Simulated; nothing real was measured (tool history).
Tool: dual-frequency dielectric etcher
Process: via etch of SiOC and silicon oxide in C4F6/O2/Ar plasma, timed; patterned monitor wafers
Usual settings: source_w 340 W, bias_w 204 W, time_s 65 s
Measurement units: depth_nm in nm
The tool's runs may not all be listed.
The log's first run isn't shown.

run	hour	source_w	bias_w	time_s	wafers since the last listed run	hours since the last wet clean	hours since the last source power generator calibration	hours since the last bias power generator calibration	hours since the last upper electrode change	hours since the gauge calibration	read-back reference wafer on the same gauge, depth_nm	depth_nm
2	13.3	340	204	65	217	227.4	1564.3	1884.8	4172.2	237.3	80.1	70.9
3	24	340	204	65	174	238.1	1575	1895.5	4182.9	248	80.1	70.4
4	41	340	204	65	277	255.1	1592	1912.5	4199.9	265	80.1	70.7
5	50.7	340	204	65	158	264.8	1601.7	1922.2	4209.6	274.7	80.1	70.8
6	66	340	204	65	249	280.1	1617	1937.5	4224.9	290	80.1	70.6
7	80.6	340	204	65	238	294.7	1631.6	1952.1	4239.5	304.6	80.1	70.7
8	87.1	340	204	65	106	301.2	1638.1	1958.6	4246	311.1	80.1	70.6
9	96.4	340	190	65	151	310.5	1647.4	1967.9	4255.3	320.4	80.1	69.2
# hour 102.9: source power generator calibrated
10	104.8	340	204	78	71	318.9	1.9	1976.3	4263.7	328.8	80.1	84.9
11	115.5	340	204	78	174	329.6	12.6	1987	4274.4	339.5	80.1	85.2
# hour 139.8: wet clean of the chamber
# hour 159.2: upper electrode replaced, of another model than before
12	159.7	340	204	59	12	19.9	56.8	2031.2	0.5	383.7	80.1	63.3
13	160.1	340	204	59	6	20.3	57.2	2031.6	0.9	384.1	80.1	63.5
14	160.8	360	204	65	11	21	57.9	2032.3	1.6	384.8	80.1	73.4
15	172.5	260	181	81.5	191	32.7	69.6	2044	13.3	396.5	80.1	62.5
16	198.4	390	204	65	422	58.6	95.5	2069.9	39.2	422.4	80.1	78.3
# hour 203.9: bias power generator calibrated
17	207.6	300	204	65	84	67.8	104.7	3.7	48.4	431.6	80.1	62.4
18	214.5	340	204	65	112	74.7	111.6	10.6	55.3	438.5	80.1	69.8
19	229.1	340	244	81	238	89.3	126.2	25.2	69.9	453.1	80.1	93.2

Run 20 comes next. What will it give?
20	236.9	340	204	78.5	127	97.1	134	33	77.7	460.9	?	?

{"run 20": {"read-back reference wafer on the same gauge, depth_nm": 80.1, "depth_nm": 84.9}}
Had the tool carried no hidden state, the very same run would have given depth_nm 84.3 nm.

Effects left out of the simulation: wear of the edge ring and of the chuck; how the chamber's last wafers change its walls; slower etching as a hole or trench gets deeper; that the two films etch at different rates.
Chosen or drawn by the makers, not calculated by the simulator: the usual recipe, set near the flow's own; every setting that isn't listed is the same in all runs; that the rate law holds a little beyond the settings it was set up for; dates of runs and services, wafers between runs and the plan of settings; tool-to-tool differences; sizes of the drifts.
